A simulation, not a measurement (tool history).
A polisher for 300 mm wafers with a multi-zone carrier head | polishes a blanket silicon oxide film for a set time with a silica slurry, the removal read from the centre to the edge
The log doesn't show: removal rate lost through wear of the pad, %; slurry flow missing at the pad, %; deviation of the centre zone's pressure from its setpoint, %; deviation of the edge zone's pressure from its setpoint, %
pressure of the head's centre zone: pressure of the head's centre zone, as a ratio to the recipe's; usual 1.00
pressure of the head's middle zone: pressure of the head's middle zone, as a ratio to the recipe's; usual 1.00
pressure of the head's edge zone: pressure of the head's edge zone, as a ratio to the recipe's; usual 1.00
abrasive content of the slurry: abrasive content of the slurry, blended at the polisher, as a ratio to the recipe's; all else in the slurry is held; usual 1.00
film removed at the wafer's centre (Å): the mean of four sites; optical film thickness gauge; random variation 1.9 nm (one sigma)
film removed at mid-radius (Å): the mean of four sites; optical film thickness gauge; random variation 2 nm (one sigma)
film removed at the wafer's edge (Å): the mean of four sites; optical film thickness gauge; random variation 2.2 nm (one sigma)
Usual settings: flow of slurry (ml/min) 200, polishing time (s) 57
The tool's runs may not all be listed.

run	day	flow of slurry (ml/min)	pressure of the head's centre zone	pressure of the head's middle zone	pressure of the head's edge zone	abrasive content of the slurry	polishing time (s)	wafers since the last listed run	wafers polished on this pad	hours since the slurry nozzle was cleaned	hours since the centre zone pressure was calibrated	hours since the edge zone pressure was calibrated	hours since the carrier head's membrane was replaced	incoming thickness of the incoming film, nm	film removed at the wafer's centre (Å)	film removed at mid-radius (Å)	film removed at the wafer's edge (Å)
1	0.000	200	1.00	0.96	1.00	1.00	57	0	2390	185.5	1202.1	284.0	1460.7	1865.0	1679	1800	1912
2	2.550	200	1.00	0.96	1.00	1.00	57	393	2784	246.7	1263.3	345.2	1521.9	1864.7	1646	1796	1925
# day 4.471: worn pad replaced by a new one
3	5.112	200	1.00	1.00	1.00	1.00	57	370	99	308.2	1324.8	406.7	1583.4	1852.8	1649	1844	1888
# day 6.246: edge zone pressure recalibrated
4	7.983	200	1.00	1.00	1.00	1.00	57	430	529	377.1	1393.7	41.7	1652.3	1863.0	1634	1865	1912
5	10.133	200	1.00	1.00	1.00	1.00	57	332	862	428.7	1445.3	93.3	1703.9	1857.9	1670	1869	1889
# day 11.000: carrier head's membrane replaced by a new one, of another model than before
6	13.200	200	1.07	0.96	1.00	1.00	37	441	1303	502.3	1518.9	166.9	52.8	1835.3	1153	1161	1237
# day 13.862: slurry nozzle cleaned
# day 14.062: centre zone pressure recalibrated
7	16.471	180	1.00	1.00	1.00	1.00	57	486	1789	62.6	57.8	245.4	131.3	1866.0	1800	1839	1895
8	19.054	200	1.00	0.93	1.00	1.00	72	399	2188	124.6	119.8	307.4	193.3	1856.6	2220	2263	2434
9	22.729	200	1.00	0.90	1.00	1.00	57	567	2756	212.8	208.0	395.6	281.5	1856.1	1790	1730	1887
# day 23.300: worn pad replaced by a new one
# day 24.171: edge zone pressure recalibrated
10	25.454	200	1.00	1.00	0.89	1.00	57	382	320	278.2	273.4	30.8	346.9	1857.6	1721	1867	1794
11	29.642	200	1.00	1.00	1.00	1.00	74	646	967	378.7	373.9	131.3	447.4	1870.4	2263	2403	2492
12	31.854	200	0.88	1.08	1.12	1.00	57	341	1308	431.8	427.0	184.4	500.5	1882.0	1675	1954	2065
13	34.500	200	0.91	1.10	1.00	0.90	66	408	1717	495.3	490.5	247.9	564.0	1843.9	1833	2165	2091
# day 36.229: slurry nozzle cleaned
14	37.454	200	1.09	1.00	1.00	1.00	57	449	2167	29.4	561.4	318.8	634.9	1891.0	1810	1836	1863
15	41.862	130	1.00	1.08	0.96	1.00	42	681	2848	135.2	667.2	424.6	740.7	1828.3	1189	1350	1289
# day 42.633: worn pad replaced by a new one
16	43.517	200	1.00	1.00	1.00	1.00	57	229	136	174.9	706.9	464.3	780.4	1865.9	1756	1852	1864
# day 44.046: edge zone pressure recalibrated
17	46.704	200	1.00	1.00	0.94	0.70	57	479	616	251.4	783.4	63.8	856.9	1900.5	1384	1498	1456
18	50.854	200	1.00	1.00	1.00	1.00	57	641	1257	351.0	883.0	163.4	956.5	1887.7	1711	1913	1857
# day 53.688: slurry nozzle cleaned
19	54.571	230	1.06	1.04	1.00	1.00	51	567	1824	21.2	972.2	252.6	1045.7	1864.1	1619	1770	1726
20	56.925	140	1.00	1.00	1.00	1.00	57	363	2188	77.7	1028.7	309.1	1102.2	1830.0	1625	1776	1817
21	60.017	175	0.95	1.00	1.08	1.00	50	477	2666	151.9	1102.9	383.3	1176.4	1825.9	1446	1594	1717
# day 63.446: worn pad replaced by a new one
22	63.775	200	0.88	1.08	1.12	1.00	57	554	50	242.1	1193.1	473.5	1266.6	1884.0	1619	1950	2109

Forecast each of these 3 alternatives for the next run:
A	63.792	200	1.00	1.00	1.00	0.85	57	2	53	242.5	1193.5	473.9	1267.0	1892.8	?	?	?
B	63.792	265	1.00	1.00	1.00	1.00	57	2	53	242.5	1193.5	473.9	1267.0	1892.8	?	?	?
C	63.792	200	1.00	0.97	1.00	1.25	57	2	53	242.5	1193.5	473.9	1267.0	1892.8	?	?	?

run	film removed at the wafer's centre (Å)	film removed at mid-radius (Å)	film removed at the wafer's edge (Å)
A	1565	1715	1733
B	1785	1948	1953
C	1928	2075	2135
Without the tool's hidden state the same runs would have given:
run	film removed at the wafer's centre (Å)	film removed at mid-radius (Å)	film removed at the wafer's edge (Å)
A	1656	1715	1733
B	1889	1948	1953
C	2040	2075	2135
